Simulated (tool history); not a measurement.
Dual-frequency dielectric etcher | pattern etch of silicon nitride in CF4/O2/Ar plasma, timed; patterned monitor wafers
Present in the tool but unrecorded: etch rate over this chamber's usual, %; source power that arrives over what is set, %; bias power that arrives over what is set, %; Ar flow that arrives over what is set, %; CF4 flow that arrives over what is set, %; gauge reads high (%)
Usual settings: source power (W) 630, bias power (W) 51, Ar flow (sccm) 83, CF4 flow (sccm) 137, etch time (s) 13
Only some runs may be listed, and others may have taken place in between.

run    hour  source power (W)  bias power (W)  Ar flow (sccm)  CF4 flow (sccm)  etch time (s)  wafers since the last listed run  hours since the last wet clean  hours since the last source power generator calibration  hours since the last bias power generator calibration  hours since the last Ar flow controller change  hours since the last CF4 flow controller change  hours since the last upper electrode change  hours since the gauge calibration  read-back reference wafer on the same gauge, depth_nm  mean etch depth across the wafer (angstrom)
  1       0               630              51              83              137             13                                 0                           316.6                                                   2766.8                                                 4597.3                                          4419.8                                             2627                                       4038.3                             1198.4                                                  41.83                                        335.3
  2    41.5               630              51              83              137             13                               343                           358.1                                                   2808.3                                                 4638.8                                          4461.3                                           2668.5                                       4079.8                             1239.9                                                  41.74                                        337.1
      121.6  -- wet clean of the chamber
  3   128.4               520              51              83              137             13                               520                             6.8                                                   2895.2                                                 4725.7                                          4548.2                                           2755.4                                       4166.7                             1326.8                                                   41.7                                          295
  4   205.8               630              51              83              137             13                               640                            84.2                                                   2972.6                                                 4803.1                                          4625.6                                           2832.8                                       4244.1                             1404.2                                                  41.86                                        346.5
      210.9  -- bias power generator calibrated
  5   248.9               630              51              83              137             13                               323                           127.3                                                   3015.7                                                     38                                          4668.7                                           2875.9                                       4287.2                             1447.3                                                  41.64                                        340.8
  6   345.2               630              51              83              137             13                               797                           223.6                                                     3112                                                  134.3                                            4765                                           2972.2                                       4383.5                             1543.6                                                  41.76                                        335.8
  7   394.2               630              51              83              137             13                               405                           272.6                                                     3161                                                  183.3                                            4814                                           3021.2                                       4432.5                             1592.6                                                  41.87                                        335.6
      529.2  -- wet clean of the chamber
      622.6  -- CF4 flow controller replaced
  8   628.4               740              51              83              122             13                              1690                            99.2                                                   3395.2                                                  417.5                                          5048.2                                              5.8                                       4666.7                             1826.8                                                  41.95                                        392.9
  9   707.2               630              51              83              137             13                               652                             178                                                     3474                                                  496.3                                            5127                                             84.6                                       4745.5                             1905.6                                                  41.81                                        340.8
      751.5  -- gauge calibrated
 10   758.9               630              51              83              137           16.5                               428                           229.7                                                   3525.7                                                    548                                          5178.7                                            136.3                                       4797.2                                7.4                                                   41.8                                        436.2
 11   798.3               630              51              83              118           14.5                               326                           269.1                                                   3565.1                                                  587.4                                          5218.1                                            175.7                                       4836.6                               46.8                                                  41.86                                        372.4
 12   870.1               630              51              83              137             13                               594                           340.9                                                   3636.9                                                  659.2                                          5289.9                                            247.5                                       4908.4                              118.6                                                  41.88                                        336.6
      903.8  -- source power generator calibrated
 13   914.7               780              51              83              163             13                               336                           385.5                                                     10.9                                                  703.8                                          5334.5                                            292.1                                         4953                              163.2                                                  41.82                                        408.7
      941.6  -- Ar flow controller replaced
     1004.4  -- upper electrode replaced
 14  1004.9               510              41              83              137             13                               498                           475.7                                                    101.1                                                    794                                            63.3                                            382.3                                          0.5                              253.4                                                  41.89                                        263.4
     1036.9  -- wet clean of the chamber
 15  1063.2               630              39              83              137             13                               284                            26.3                                                    159.4                                                  852.3                                           121.6                                            440.6                                         58.8                              311.7                                                  41.76                                        317.4
 16  1105.8               580              51              83              106             13                               352                            68.9                                                      202                                                  894.9                                           164.2                                            483.2                                        101.4                              354.3                                                  41.68                                        312.7
 17    1207               630              51              83              137             13                               837                           170.1                                                    303.2                                                  996.1                                           265.4                                            584.4                                        202.6                              455.5                                                  41.76                                          341
 18  1291.6               510              41              83              137             13                               700                           254.7                                                    387.8                                                 1080.7                                             350                                              669                                        287.2                              540.1                                                  41.61                                        267.7
 19  1339.4               510              41              83              137             13                               395                           302.5                                                    435.6                                                 1128.5                                           397.8                                            716.8                                          335                              587.9                                                  41.69                                        265.6
 20    1385               630              61              76              137             13                               377                           348.1                                                    481.2                                                 1174.1                                           443.4                                            762.4                                        380.6                              633.5                                                  41.69                                        357.9

Branching from run 20: 5 alternative next runs. What would each branch give?
  A  1385.4               630              60              83              137             13                                 3                           348.5                                                    481.6                                                 1174.5                                           443.8                                            762.8                                          381                              633.9                                                      ?                                            ?
  B  1385.4               760              46              92              137             16                                 3                           348.5                                                    481.6                                                 1174.5                                           443.8                                            762.8                                          381                              633.9                                                      ?                                            ?
  C  1385.4               730              51              83              137             13                                 3                           348.5                                                    481.6                                                 1174.5                                           443.8                                            762.8                                          381                              633.9                                                      ?                                            ?
  D  1385.4               630              43              90              137             13                                 3                           348.5                                                    481.6                                                 1174.5                                           443.8                                            762.8                                          381                              633.9                                                      ?                                            ?
  E  1385.4               630              51              68              137             16                                 3                           348.5                                                    481.6                                                 1174.5                                           443.8                                            762.8                                          381                              633.9                                                      ?                                            ?

run  read-back reference wafer on the same gauge, depth_nm  mean etch depth across the wafer (angstrom)
  A                                                  41.87                                        349.6
  B                                                  41.87                                        464.4
  C                                                  41.87                                        378.5
  D                                                  41.87                                        316.5
  E                                                  41.87                                          418
Without the tool's hidden state the same runs would have given:
run  mean etch depth across the wafer (angstrom)
  A                                        363.3
  B                                        482.6
  C                                        393.3
  D                                        328.8
  E                                        434.3

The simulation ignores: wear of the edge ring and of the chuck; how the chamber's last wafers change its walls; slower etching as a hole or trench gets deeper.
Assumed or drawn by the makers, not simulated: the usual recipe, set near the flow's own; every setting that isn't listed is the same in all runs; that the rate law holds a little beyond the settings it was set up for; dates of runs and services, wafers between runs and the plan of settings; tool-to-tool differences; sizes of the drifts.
